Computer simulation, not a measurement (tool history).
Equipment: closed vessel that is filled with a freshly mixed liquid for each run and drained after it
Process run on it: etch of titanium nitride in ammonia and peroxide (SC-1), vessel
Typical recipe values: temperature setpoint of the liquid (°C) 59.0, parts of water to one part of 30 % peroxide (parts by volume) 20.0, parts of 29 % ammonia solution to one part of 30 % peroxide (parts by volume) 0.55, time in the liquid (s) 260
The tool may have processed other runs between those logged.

run	hour	temperature setpoint of the liquid (°C)	parts of water to one part of 30 % peroxide (parts by volume)	parts of 29 % ammonia solution to one part of 30 % peroxide (parts by volume)	time in the liquid (s)	read-back film thickness of the titanium nitride reference wafer, read on the same gauge (nm)	thickness taken off the titanium nitride on a monitor wafer (Å)
1	0.0	59.0	20.0	0.55	260	99.96	167.4
2	46.6	59.0	20.0	0.55	260	99.96	165.8
3	78.2	59.0	20.0	0.55	260	100.02	165.0
4	129.7	59.0	20.0	0.55	260	100.01	164.9
5	160.5	59.0	20.0	0.55	260	100.02	164.7
6	216.7	59.0	20.0	0.55	260	100.02	164.2
# hour 272.8: new drum of ammonia solution connected
7	275.9	59.0	12.5	0.55	260	99.99	217.0
8	337.9	59.0	20.0	0.55	260	99.97	168.1
9	404.5	59.0	20.0	0.55	260	100.02	166.4
10	434.4	59.0	20.0	0.55	260	99.99	166.1
11	491.5	59.0	14.5	0.55	260	99.97	197.1
12	520.4	59.0	14.5	0.55	260	100.00	197.1
13	569.8	59.0	20.0	0.55	260	100.02	163.5
# hour 574.6: thermometer replaced
# hour 591.3: new drum of ammonia solution connected
14	638.6	59.0	26.0	0.80	410	100.01	245.6
15	705.7	59.0	20.0	0.55	260	100.02	166.3
16	755.0	59.0	26.5	0.35	260	100.00	129.8
17	795.7	56.0	28.5	0.70	400	100.04	178.9
18	839.3	64.0	12.5	0.45	260	100.00	287.4
# hour 873.3: gauge calibrated
19	876.8	59.0	20.0	0.55	260	100.03	165.4
# hour 895.6: new drum of ammonia solution connected
# hour 939.8: ammonia flow meter replaced
20	941.9	59.0	20.0	0.55	260	99.98	164.5
21	994.6	59.0	20.0	0.30	135	99.97	76.1
22	1042.7	59.0	20.0	0.55	260	100.03	163.7
23	1089.0	59.0	20.0	0.55	260	99.99	163.1
24	1159.4	59.0	20.0	0.65	260	99.98	167.0
25	1223.3	59.0	20.0	0.55	385	100.02	239.7
# hour 1264.5: new drum of ammonia solution connected
26	1284.8	59.0	20.0	0.55	115	100.00	73.3
27	1309.4	59.0	20.0	0.55	260	99.99	165.6

Below, some changes in thickness taken off the titanium nitride on a monitor wafer (Å) between adjacent runs. For each, the amount present without the hidden state too (settings, incoming material, random variation) and the amount remaining for the hidden state with gauge scatter not shared by both compared results:
What the log doesn't record here: liquid colder than its thermometer reads (K); ammonia flow above the setpoint (%); ammonia solution weaker than its label (%); gauge reads high (%).
Run 13 -> 14: parts of water to one part of 30 % peroxide (parts by volume) 20.0 -> 26.0, parts of 29 % ammonia solution to one part of 30 % peroxide (parts by volume) 0.55 -> 0.80, time in the liquid (s) 260 -> 410, thermometer replaced, new drum of ammonia solution connected. thickness taken off the titanium nitride on a monitor wafer (Å) +82.1: hidden state +4.5, all else +77.6.
Run 18 -> 19: temperature setpoint of the liquid (°C) 64.0 -> 59.0, parts of water to one part of 30 % peroxide (parts by volume) 12.5 -> 20.0, parts of 29 % ammonia solution to one part of 30 % peroxide (parts by volume) 0.45 -> 0.55, gauge calibrated. thickness taken off the titanium nitride on a monitor wafer (Å) -122.0: hidden state -1.2, all else -120.8.
Run 25 -> 26: time in the liquid (s) 385 -> 115, new drum of ammonia solution connected. thickness taken off the titanium nitride on a monitor wafer (Å) -166.4: hidden state +5.1, all else -171.5.

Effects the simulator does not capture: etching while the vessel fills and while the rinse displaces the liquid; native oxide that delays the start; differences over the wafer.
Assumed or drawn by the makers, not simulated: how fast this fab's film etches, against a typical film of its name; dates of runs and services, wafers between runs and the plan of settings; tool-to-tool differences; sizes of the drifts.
